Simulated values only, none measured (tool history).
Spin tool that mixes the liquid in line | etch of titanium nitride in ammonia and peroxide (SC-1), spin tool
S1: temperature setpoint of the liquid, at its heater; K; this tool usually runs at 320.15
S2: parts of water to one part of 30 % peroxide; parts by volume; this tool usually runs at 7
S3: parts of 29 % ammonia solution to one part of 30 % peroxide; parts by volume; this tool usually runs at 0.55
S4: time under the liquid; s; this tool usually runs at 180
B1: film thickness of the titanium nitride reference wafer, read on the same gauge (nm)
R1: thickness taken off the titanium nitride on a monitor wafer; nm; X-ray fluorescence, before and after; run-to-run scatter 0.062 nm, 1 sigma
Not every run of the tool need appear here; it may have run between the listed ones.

Run 1, hour 0: usual settings but S1 324.15 K, S2 8.5 parts by volume; B1 119.98. Result: R1 11.85 nm.
Run 2, hour 93.8: usual settings but S1 324.15 K, S2 8.5 parts by volume; B1 120.05. Result: R1 11.93 nm.
Run 3, hour 151: usual settings but S3 0.4 parts by volume; B1 120.03. Result: R1 9.37 nm.
Run 4, hour 188.2: usual settings but S3 0.4 parts by volume; B1 119.95. Result: R1 9.36 nm.
Run 5, hour 274.9: usual settings; B1 119.96. Result: R1 9.77 nm.
Run 6, hour 343.1: usual settings; B1 119.98. Result: R1 9.86 nm.
Run 7, hour 390.2: usual settings but S1 316.65 K, S3 0.4 parts by volume, S4 95 s; B1 119.99. Result: R1 3.82 nm.
Run 8, hour 497.9: usual settings but S1 315.15 K, S2 8.5 parts by volume; B1 120. Result: R1 6.18 nm.
Run 9, hour 598.6: usual settings but S1 328.15 K, S4 85 s; B1 119.99. Result: R1 8.09 nm.
At hour 602.7: heated supply line repaired.
Run 10, hour 644.5: usual settings; B1 120.05. Result: R1 10.23 nm.
At hour 698.3: ammonia flow meter replaced.
Run 11, hour 728.8: usual settings but S3 0.3 parts by volume; B1 120.05. Result: R1 9.21 nm.
Run 12, hour 777.9: usual settings but S1 329.15 K, S2 5 parts by volume, S3 0.7 parts by volume, S4 75 s; B1 120.03. Result: R1 9.73 nm.
Run 13, hour 841.7: usual settings but S4 95 s; B1 120. Result: R1 5.48 nm.
At hour 908.9: gauge calibrated.
Run 14, hour 939.2: usual settings; B1 120.04. Result: R1 10.26 nm.
Run 15, hour 1043.2: usual settings; B1 120.03. Result: R1 10.18 nm.
At hour 1163.9: thermometer replaced.
At hour 1268.5: new drum of ammonia solution connected.
Run 16, hour 1294.1: usual settings but S2 5.5 parts by volume, S3 0.35 parts by volume, S4 285 s; B1 119.96. Result: R1 16.76 nm.
Run 17, hour 1375.4: usual settings but S1 316.65 K, S2 10.5 parts by volume; B1 120.01. Result: R1 6.4 nm.
Run 18, hour 1453.8: usual settings but S3 0.25 parts by volume, S4 80 s; B1 120.04. Result: R1 3.97 nm.
Run 19, hour 1532.7: usual settings but S1 326.65 K, S4 110 s; B1 120.07. Result: R1 9.79 nm.
Run 20, hour 1607.5: usual settings; B1 120. Result: R1 10.07 nm.
Run 21, hour 1666.5: usual settings; B1 119.95. Result: R1 10.02 nm.

Predict the results of run 22:
Run 22, hour 1750.4: usual settings but S1 316.15 K; B1 ?. Result: R1 ?.

{"run 22": {"B1": 119.98, "R1": 7.61}}
The same run, on a tool lacking any hidden state, would have yielded R1 7.81 nm.
